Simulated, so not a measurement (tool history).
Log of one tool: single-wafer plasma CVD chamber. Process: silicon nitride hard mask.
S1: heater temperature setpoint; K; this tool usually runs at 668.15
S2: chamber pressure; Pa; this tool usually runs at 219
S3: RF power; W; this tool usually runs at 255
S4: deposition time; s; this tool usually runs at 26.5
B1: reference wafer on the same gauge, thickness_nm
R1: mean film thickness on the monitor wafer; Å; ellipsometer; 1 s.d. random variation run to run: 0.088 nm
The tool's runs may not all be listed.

run,day,S1,S2,S3,S4,B1,R1
1,0.000,668.15,219,255,26.5,28.794,249.34
2,4.142,668.15,219,255,26.5,28.781,249.01
3,6.875,668.15,219,255,26.5,28.790,248.72
4,10.367,668.15,219,255,26.5,28.786,248.73
5,20.058,668.15,219,255,26.5,28.787,251.80
6,23.921,668.15,188,255,26.5,28.809,240.60
7,27.517,668.15,219,270,26.5,28.780,259.55
8,29.962,668.15,219,270,26.5,28.806,259.78
# day 30.900: capacitance manometer re-zeroed and calibrated
9,32.108,668.15,219,295,26.5,28.789,266.85
# day 34.521: RF generator calibrated
10,35.946,668.15,219,255,26.5,28.793,245.69
11,38.254,668.15,219,255,26.5,28.799,246.48
12,40.825,668.15,219,255,25.2,28.794,232.99
13,44.971,674.15,219,255,26.5,28.801,244.95
14,47.233,661.15,247,270,22.0,28.794,219.20
15,57.292,668.15,219,240,26.5,28.816,238.91
16,59.600,668.15,219,255,26.5,28.793,245.64
# day 60.775: showerhead replaced
17,62.767,668.15,219,215,21.3,28.786,181.04
18,67.183,668.15,219,255,26.5,28.795,246.20
# day 71.004: gauge calibrated
# day 74.842: thermocouple changed; heater temperature recalibrated
19,80.300,680.15,219,255,26.5,28.802,246.01
20,81.808,668.15,219,255,26.5,28.805,247.70
21,83.646,659.15,219,255,26.5,28.810,249.88
22,88.096,668.15,219,235,26.5,28.825,236.05
23,90.321,660.15,219,255,26.5,28.808,251.31
24,94.729,668.15,219,255,26.5,28.806,248.99
25,98.638,668.15,219,255,26.5,28.807,249.12
26,100.412,656.15,197,240,22.3,28.802,200.24
27,103.067,659.15,219,255,21.8,28.814,206.87
28,106.275,668.15,219,255,21.8,28.801,206.50
# day 113.267: RF generator calibrated
29,113.288,668.15,219,255,26.5,28.793,250.65

Branching from run 29: 3 alternative next runs. What would each branch give?
A,113.304,668.15,219,215,26.5,?,?
B,113.304,668.15,187,255,31.1,?,?
C,113.304,679.15,219,290,26.5,?,?

run,B1,R1
A,28.801,227.95
B,28.801,281.77
C,28.801,267.23
Stripped of hidden state, with their random variation kept, the same runs would have yielded:
run,R1
A,222.80
B,275.04
C,261.19
